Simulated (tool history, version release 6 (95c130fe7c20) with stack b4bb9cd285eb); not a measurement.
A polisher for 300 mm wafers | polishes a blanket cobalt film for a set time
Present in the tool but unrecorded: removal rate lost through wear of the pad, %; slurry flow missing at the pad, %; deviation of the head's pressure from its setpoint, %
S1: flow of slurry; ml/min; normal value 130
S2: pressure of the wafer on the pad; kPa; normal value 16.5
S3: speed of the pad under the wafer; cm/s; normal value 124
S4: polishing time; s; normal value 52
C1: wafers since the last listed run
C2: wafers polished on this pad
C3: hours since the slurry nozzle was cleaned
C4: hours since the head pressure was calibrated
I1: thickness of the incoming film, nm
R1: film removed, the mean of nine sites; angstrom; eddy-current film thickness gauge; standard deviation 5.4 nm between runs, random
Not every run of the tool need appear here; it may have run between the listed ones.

run	hour	S1	S2	S3	S4	C1	C2	C3	C4	I1	R1
1	0.0	130	16.5	124	52	0	966	341.2	532.7	1091.8	4046
# hour 32.9: worn pad replaced by a new one
2	65.5	150	16.5	124	52	469	249	406.7	598.2	1082.6	4344
3	123.0	150	16.5	124	52	439	688	464.2	655.7	1076.6	4266
4	149.2	110	16.5	124	52	200	888	490.4	681.9	1110.1	3914
# hour 178.6: slurry nozzle cleaned
5	182.6	110	16.5	124	52	247	1136	4.0	715.3	1082.5	4317
6	220.8	130	16.5	124	52	291	1428	42.2	753.5	1082.6	4477
# hour 243.5: worn pad replaced by a new one
# hour 267.7: head pressure recalibrated
7	274.0	130	16.5	124	52	360	217	95.4	6.3	1111.1	4262
8	323.0	130	21.4	144	52	374	591	144.4	55.3	1074.2	6298
9	357.4	130	16.5	124	52	262	854	178.8	89.7	1083.5	4260
10	392.6	150	18.6	138	35	268	1123	214.0	124.9	1097.6	3623
11	416.6	155	16.5	124	66	183	1306	238.0	148.9	1084.6	5560
# hour 453.4: worn pad replaced by a new one
12	482.8	105	21.4	100	35	475	224	304.2	215.1	1090.0	2890
13	531.4	155	22.1	158	69	371	595	352.8	263.7	1090.2	9161
14	581.5	170	13.8	124	52	382	978	402.9	313.8	1082.2	3609

Some steps in R1 between neighbouring runs. How much of each would the tool show without its hidden state too (settings, what came in, random variation), and how much is left for the hidden state, with any gauge scatter that isn't in both results?
Run 4 -> 5: slurry nozzle cleaned. R1 +403 angstrom: hidden state +393, all else +10.
Run 12 -> 13: S1 105 -> 155, S2 21.4 -> 22.1, S3 100 -> 158, S4 35 -> 69. R1 +6271 angstrom: hidden state -359, all else +6630.
